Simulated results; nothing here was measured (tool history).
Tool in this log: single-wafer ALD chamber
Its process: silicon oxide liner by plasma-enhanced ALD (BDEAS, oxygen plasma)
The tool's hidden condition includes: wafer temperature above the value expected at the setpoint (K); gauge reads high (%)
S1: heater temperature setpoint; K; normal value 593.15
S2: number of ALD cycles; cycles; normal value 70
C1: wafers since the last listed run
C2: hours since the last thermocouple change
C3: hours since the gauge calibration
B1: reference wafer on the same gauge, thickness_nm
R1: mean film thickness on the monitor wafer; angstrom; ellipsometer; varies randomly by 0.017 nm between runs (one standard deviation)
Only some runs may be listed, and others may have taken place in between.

Run 1, hour 0.0: usual settings; C1 0; C2 1107.9; C3 22.1; B1 7.555. Result: R1 68.03 angstrom.
Run 2, hour 63.2: usual settings; C1 232; C2 1171.1; C3 85.3; B1 7.548. Result: R1 67.99 angstrom.
Run 3, hour 146.4: usual settings; C1 305; C2 1254.3; C3 168.5; B1 7.553. Result: R1 67.99 angstrom.
Run 4, hour 203.4: usual settings; C1 209; C2 1311.3; C3 225.5; B1 7.562. Result: R1 67.83 angstrom.
Run 5, hour 289.3: usual settings; C1 315; C2 1397.2; C3 311.4; B1 7.566. Result: R1 68.43 angstrom.
Run 6, hour 388.1: usual settings; C1 362; C2 1496.0; C3 410.2; B1 7.573. Result: R1 68.07 angstrom.
Run 7, hour 459.8: usual settings but S1 598.15 K, S2 73 cycles; C1 263; C2 1567.7; C3 481.9; B1 7.571. Result: R1 70.41 angstrom.
Run 8, hour 515.8: usual settings but S1 598.15 K, S2 73 cycles; C1 205; C2 1623.7; C3 537.9; B1 7.572. Result: R1 70.75 angstrom.
Run 9, hour 556.4: usual settings but S2 63 cycles; C1 149; C2 1664.3; C3 578.5; B1 7.578. Result: R1 61.26 angstrom.
At hour 591.0: thermocouple changed; heater temperature recalibrated.
Run 10, hour 620.3: usual settings but S2 63 cycles; C1 205; C2 29.3; C3 642.4; B1 7.582. Result: R1 61.13 angstrom.
Run 11, hour 714.1: usual settings but S2 63 cycles; C1 344; C2 123.1; C3 736.2; B1 7.600. Result: R1 61.46 angstrom.
Run 12, hour 804.2: usual settings; C1 330; C2 213.2; C3 826.3; B1 7.609. Result: R1 68.67 angstrom.
Run 13, hour 853.1: usual settings but S1 600.15 K, S2 76 cycles; C1 179; C2 262.1; C3 875.2; B1 7.616. Result: R1 74.01 angstrom.
Run 14, hour 895.6: usual settings but S1 588.15 K, S2 59 cycles; C1 156; C2 304.6; C3 917.7; B1 7.618. Result: R1 58.25 angstrom.
Run 15, hour 948.7: usual settings; C1 195; C2 357.7; C3 970.8; B1 7.629. Result: R1 69.17 angstrom.
Run 16, hour 1024.7: usual settings but S1 604.15 K, S2 59 cycles; C1 279; C2 433.7; C3 1046.8; B1 7.642. Result: R1 57.27 angstrom.
Run 17, hour 1088.9: usual settings but S1 603.15 K; C1 235; C2 497.9; C3 1111.0; B1 7.654. Result: R1 68.23 angstrom.
Run 18, hour 1126.1: usual settings; C1 136; C2 535.1; C3 1148.2; B1 7.663. Result: R1 69.02 angstrom.
At hour 1151.4: gauge calibrated.
Run 19, hour 1220.5: usual settings but S1 600.15 K, S2 82 cycles; C1 346; C2 629.5; C3 69.1; B1 7.563. Result: R1 78.77 angstrom.
Run 20, hour 1257.8: usual settings but S1 582.15 K, S2 77 cycles; C1 136; C2 666.8; C3 106.4; B1 7.554. Result: R1 76.42 angstrom.
Run 21, hour 1334.1: usual settings; C1 280; C2 743.1; C3 182.7; B1 7.569. Result: R1 67.89 angstrom.
Run 22, hour 1611.8: usual settings but S1 586.15 K, S2 79 cycles; C1 1019; C2 1020.8; C3 460.4; B1 7.582. Result: R1 77.59 angstrom.
Run 23, hour 1658.6: usual settings but S1 579.15 K, S2 76 cycles; C1 171; C2 1067.6; C3 507.2; B1 7.585. Result: R1 75.50 angstrom.
Run 24, hour 1737.9: usual settings but S1 605.15 K, S2 63 cycles; C1 291; C2 1146.9; C3 586.5; B1 7.590. Result: R1 60.71 angstrom.

Run-by-run hidden state of the tool:
wafer temperature above the value expected at the setpoint (K): 0 in every run
H1: gauge reads high (%)
run      H1
  1  0.0485
  2  0.0559
  3  0.0787
  4   0.103
  5   0.153
  6    0.23
  7   0.299
  8    0.36
  9   0.409
 10   0.493
 11   0.633
 12   0.785
 13   0.875
 14   0.957
 15    1.07
 16    1.23
 17    1.38
 18    1.47
 19   0.175
 20   0.182
 21   0.206
 22   0.399
 23   0.447
 24   0.541
